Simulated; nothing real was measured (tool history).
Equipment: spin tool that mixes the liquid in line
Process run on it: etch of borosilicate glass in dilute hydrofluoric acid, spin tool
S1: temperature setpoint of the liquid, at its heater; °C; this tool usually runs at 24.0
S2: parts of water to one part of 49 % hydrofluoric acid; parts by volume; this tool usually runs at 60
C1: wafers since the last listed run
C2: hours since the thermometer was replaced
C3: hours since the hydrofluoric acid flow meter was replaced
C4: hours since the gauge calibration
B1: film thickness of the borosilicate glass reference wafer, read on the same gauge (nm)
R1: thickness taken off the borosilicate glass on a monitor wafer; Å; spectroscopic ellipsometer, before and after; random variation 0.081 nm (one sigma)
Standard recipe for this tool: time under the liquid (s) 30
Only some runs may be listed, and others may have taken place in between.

{"run": 1, "hour": 0.0, "S1": 24.0, "S2": 60, "time under the liquid (s)": 30, "C1": 0, "C2": 129.3, "C3": 1616.5, "C4": 612.1, "B1": 140.0, "R1": 137.0}
{"run": 2, "hour": 41.6, "S1": 24.0, "S2": 60, "time under the liquid (s)": 30, "C1": 358, "C2": 170.9, "C3": 1658.1, "C4": 653.7, "B1": 140.01, "R1": 134.0}
{"run": 3, "hour": 66.5, "S1": 24.0, "S2": 60, "time under the liquid (s)": 30, "C1": 214, "C2": 195.8, "C3": 1683.0, "C4": 678.6, "B1": 140.0, "R1": 134.8}
{"run": 4, "hour": 108.0, "S1": 24.0, "S2": 60, "time under the liquid (s)": 30, "C1": 357, "C2": 237.3, "C3": 1724.5, "C4": 720.1, "B1": 140.02, "R1": 135.6}
{"run": 5, "hour": 149.5, "S1": 24.0, "S2": 80, "time under the liquid (s)": 30, "C1": 357, "C2": 278.8, "C3": 1766.0, "C4": 761.6, "B1": 139.97, "R1": 98.0}
{"run": 6, "hour": 193.3, "S1": 25.5, "S2": 60, "time under the liquid (s)": 30, "C1": 377, "C2": 322.6, "C3": 1809.8, "C4": 805.4, "B1": 140.0, "R1": 141.2}
{"run": 7, "hour": 238.3, "S1": 25.5, "S2": 60, "time under the liquid (s)": 30, "C1": 387, "C2": 367.6, "C3": 1854.8, "C4": 850.4, "B1": 140.02, "R1": 142.0}
{"run": 8, "hour": 296.7, "S1": 25.5, "S2": 60, "time under the liquid (s)": 30, "C1": 503, "C2": 426.0, "C3": 1913.2, "C4": 908.8, "B1": 140.02, "R1": 143.0}
{"run": 9, "hour": 337.5, "S1": 24.0, "S2": 60, "time under the liquid (s)": 30, "C1": 351, "C2": 466.8, "C3": 1954.0, "C4": 949.6, "B1": 140.0, "R1": 132.7}
{"run": 10, "hour": 403.3, "S1": 24.0, "S2": 60, "time under the liquid (s)": 30, "C1": 566, "C2": 532.6, "C3": 2019.8, "C4": 1015.4, "B1": 139.99, "R1": 132.3}
{"run": 11, "hour": 441.7, "S1": 24.0, "S2": 60, "time under the liquid (s)": 40, "C1": 330, "C2": 571.0, "C3": 2058.2, "C4": 1053.8, "B1": 139.99, "R1": 176.5}
{"run": 12, "hour": 586.4, "S1": 24.0, "S2": 60, "time under the liquid (s)": 30, "C1": 1246, "C2": 715.7, "C3": 2202.9, "C4": 1198.5, "B1": 140.01, "R1": 131.3}
{"hour": 586.9, "done": "gauge calibrated"}
{"run": 13, "hour": 615.2, "S1": 24.0, "S2": 60, "time under the liquid (s)": 30, "C1": 248, "C2": 744.5, "C3": 2231.7, "C4": 28.3, "B1": 139.99, "R1": 131.0}
{"hour": 695.2, "done": "hydrofluoric acid flow meter replaced"}
{"run": 14, "hour": 763.4, "S1": 24.0, "S2": 60, "time under the liquid (s)": 30, "C1": 1268, "C2": 892.7, "C3": 68.2, "C4": 176.5, "B1": 140.01, "R1": 130.7}
{"run": 15, "hour": 795.3, "S1": 19.5, "S2": 60, "time under the liquid (s)": 30, "C1": 274, "C2": 924.6, "C3": 100.1, "C4": 208.4, "B1": 140.01, "R1": 107.1}
{"run": 16, "hour": 865.4, "S1": 28.5, "S2": 60, "time under the liquid (s)": 30, "C1": 603, "C2": 994.7, "C3": 170.2, "C4": 278.5, "B1": 140.0, "R1": 155.2}
{"hour": 872.9, "done": "thermometer replaced"}
{"run": 17, "hour": 929.8, "S1": 26.5, "S2": 70, "time under the liquid (s)": 30, "C1": 546, "C2": 56.9, "C3": 234.6, "C4": 342.9, "B1": 140.01, "R1": 127.1}
{"run": 18, "hour": 977.6, "S1": 24.0, "S2": 40, "time under the liquid (s)": 20, "C1": 411, "C2": 104.7, "C3": 282.4, "C4": 390.7, "B1": 139.99, "R1": 138.5}
{"run": 19, "hour": 1018.9, "S1": 24.0, "S2": 60, "time under the liquid (s)": 30, "C1": 355, "C2": 146.0, "C3": 323.7, "C4": 432.0, "B1": 140.02, "R1": 134.5}
{"run": 20, "hour": 1069.8, "S1": 25.5, "S2": 40, "time under the liquid (s)": 15, "C1": 438, "C2": 196.9, "C3": 374.6, "C4": 482.9, "B1": 139.99, "R1": 110.2}
{"run": 21, "hour": 1115.7, "S1": 19.0, "S2": 85, "time under the liquid (s)": 45, "C1": 395, "C2": 242.8, "C3": 420.5, "C4": 528.8, "B1": 140.01, "R1": 112.9}
{"run": 22, "hour": 1145.8, "S1": 22.0, "S2": 40, "time under the liquid (s)": 40, "C1": 259, "C2": 272.9, "C3": 450.6, "C4": 558.9, "B1": 140.01, "R1": 254.3}
{"run": 23, "hour": 1212.8, "S1": 28.5, "S2": 60, "time under the liquid (s)": 30, "C1": 577, "C2": 339.9, "C3": 517.6, "C4": 625.9, "B1": 139.99, "R1": 159.8}
{"run": 24, "hour": 1244.1, "S1": 22.5, "S2": 50, "time under the liquid (s)": 30, "C1": 269, "C2": 371.2, "C3": 548.9, "C4": 657.2, "B1": 140.0, "R1": 153.1}
{"run": 25, "hour": 1301.7, "S1": 24.0, "S2": 60, "time under the liquid (s)": 30, "C1": 496, "C2": 428.8, "C3": 606.5, "C4": 714.8, "B1": 140.0, "R1": 134.7}
{"run": 26, "hour": 1356.0, "S1": 25.5, "S2": 35, "time under the liquid (s)": 50, "C1": 467, "C2": 483.1, "C3": 660.8, "C4": 769.1, "B1": 139.98, "R1": 418.1}

Below, each run's measurement less what the same run would have read without the hidden state. Both values contain the same run-to-run variation, but the gauge's scatter may not be the same in both:
Hidden state present: liquid colder than its thermometer reads (K); hydrofluoric acid flow above the setpoint (%); gauge reads high (%).
run=1 R1=-1.4
run=2 R1=-1.6
run=3 R1=-1.8
run=4 R1=-2.0
run=5 R1=-1.6
run=6 R1=-2.6
run=7 R1=-2.9
run=8 R1=-3.3
run=9 R1=-3.4
run=10 R1=-3.8
run=11 R1=-5.3
run=12 R1=-4.9
run=13 R1=-5.0
run=14 R1=-5.9
run=15 R1=-5.2
run=16 R1=-7.5
run=17 R1=-0.9
run=18 R1=-1.2
run=19 R1=-1.5
run=20 R1=-1.5
run=21 R1=-1.8
run=22 R1=-4.4
run=23 R1=-3.1
run=24 R1=-3.3
run=25 R1=-3.2
run=26 R1=-11.2
